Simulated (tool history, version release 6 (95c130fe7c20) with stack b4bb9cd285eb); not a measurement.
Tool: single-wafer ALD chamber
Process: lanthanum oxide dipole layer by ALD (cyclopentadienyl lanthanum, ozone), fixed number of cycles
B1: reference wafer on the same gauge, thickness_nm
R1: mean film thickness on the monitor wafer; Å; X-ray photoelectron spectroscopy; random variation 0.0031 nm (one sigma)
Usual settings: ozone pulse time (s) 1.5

Run 1, hour 0: usual settings; B1 0.561. Result: R1 5.46 Å.
Run 2, hour 61.4: usual settings; B1 0.563. Result: R1 5.46 Å.
Run 3, hour 118.2: usual settings; B1 0.562. Result: R1 5.42 Å.
Run 4, hour 202.3: usual settings but ozone pulse time (s) 1.81; B1 0.563. Result: R1 5.61 Å.
Run 5, hour 278.5: usual settings but ozone pulse time (s) 1.81; B1 0.562. Result: R1 5.57 Å.
Run 6, hour 383.6: usual settings but ozone pulse time (s) 1.81; B1 0.563. Result: R1 5.57 Å.
Run 7, hour 606.6: usual settings but ozone pulse time (s) 1.64; B1 0.561. Result: R1 5.35 Å.
Run 8, hour 665.5: usual settings but ozone pulse time (s) 1.64; B1 0.562. Result: R1 5.31 Å.
At hour 716.7: gauge calibrated.
Run 9, hour 752.9: usual settings but ozone pulse time (s) 1.64; B1 0.561. Result: R1 5.22 Å.
At hour 828.5: ozone generator serviced.
Run 10, hour 829: usual settings; B1 0.564. Result: R1 5.43 Å.
Run 11, hour 879.3: usual settings but ozone pulse time (s) 1.24; B1 0.563. Result: R1 5.11 Å.
Run 12, hour 970.5: usual settings but ozone pulse time (s) 1.25; B1 0.564. Result: R1 5.08 Å.
Run 13, hour 1069.4: usual settings but ozone pulse time (s) 1.25; B1 0.562. Result: R1 5.03 Å.
Run 14, hour 1148.2: usual settings; B1 0.563. Result: R1 5.37 Å.
Run 15, hour 1218.2: usual settings but ozone pulse time (s) 0.94; B1 0.562. Result: R1 4.1 Å.
Run 16, hour 1316: usual settings but ozone pulse time (s) 1.97; B1 0.56. Result: R1 5.57 Å.
Run 17, hour 1413.3: usual settings but ozone pulse time (s) 1.74; B1 0.561. Result: R1 5.45 Å.
Run 18, hour 1478.7: usual settings but ozone pulse time (s) 1.67; B1 0.562. Result: R1 5.41 Å.
Run 19, hour 1581.9: usual settings but ozone pulse time (s) 1.69; B1 0.562. Result: R1 5.33 Å.
At hour 1676.4: ozone generator serviced.
Run 20, hour 1680.5: usual settings but ozone pulse time (s) 1.84; B1 0.561. Result: R1 5.65 Å.
At hour 1737: showerhead replaced.
Run 21, hour 1748.4: usual settings but ozone pulse time (s) 1.01; B1 0.562. Result: R1 4.64 Å.
Run 22, hour 1832.9: usual settings but ozone pulse time (s) 1.9; B1 0.563. Result: R1 5.7 Å.
At hour 1853.2: thermocouple changed; heater temperature recalibrated.
Run 23, hour 1878.1: usual settings but ozone pulse time (s) 1.94; B1 0.562. Result: R1 5.67 Å.
Run 24, hour 1959.6: usual settings but ozone pulse time (s) 1.03; B1 0.562. Result: R1 4.55 Å.
Run 25, hour 2017.4: usual settings but ozone pulse time (s) 1.8; B1 0.563. Result: R1 5.59 Å.
Run 26, hour 2056.1: usual settings; B1 0.562. Result: R1 5.37 Å.
Run 27, hour 2202.8: usual settings; B1 0.562. Result: R1 5.3 Å.
Run 28, hour 2304.2: usual settings; B1 0.561. Result: R1 5.21 Å.
Run 29, hour 2355: usual settings but ozone pulse time (s) 2.01; B1 0.562. Result: R1 5.61 Å.

Forecast each of these 5 alternatives for the next run:
Run A, hour 2355.4: usual settings; B1 ?. Result: R1 ?.
Run B, hour 2355.4: usual settings but ozone pulse time (s) 1.76; B1 ?. Result: R1 ?.
Run C, hour 2355.4: usual settings but ozone pulse time (s) 1.96; B1 ?. Result: R1 ?.
Run D, hour 2355.4: usual settings but ozone pulse time (s) 1.19; B1 ?. Result: R1 ?.
Run E, hour 2355.4: usual settings but ozone pulse time (s) 1.11; B1 ?. Result: R1 ?.

run     B1    R1
  A  0.562  5.23
  B  0.562  5.46
  C  0.562  5.57
  D  0.562  4.71
  E  0.562  4.51
Without the tool's hidden state the same runs would have given:
run    R1
  A  5.48
  B  5.63
  C  5.69
  D   5.1
  E  4.93
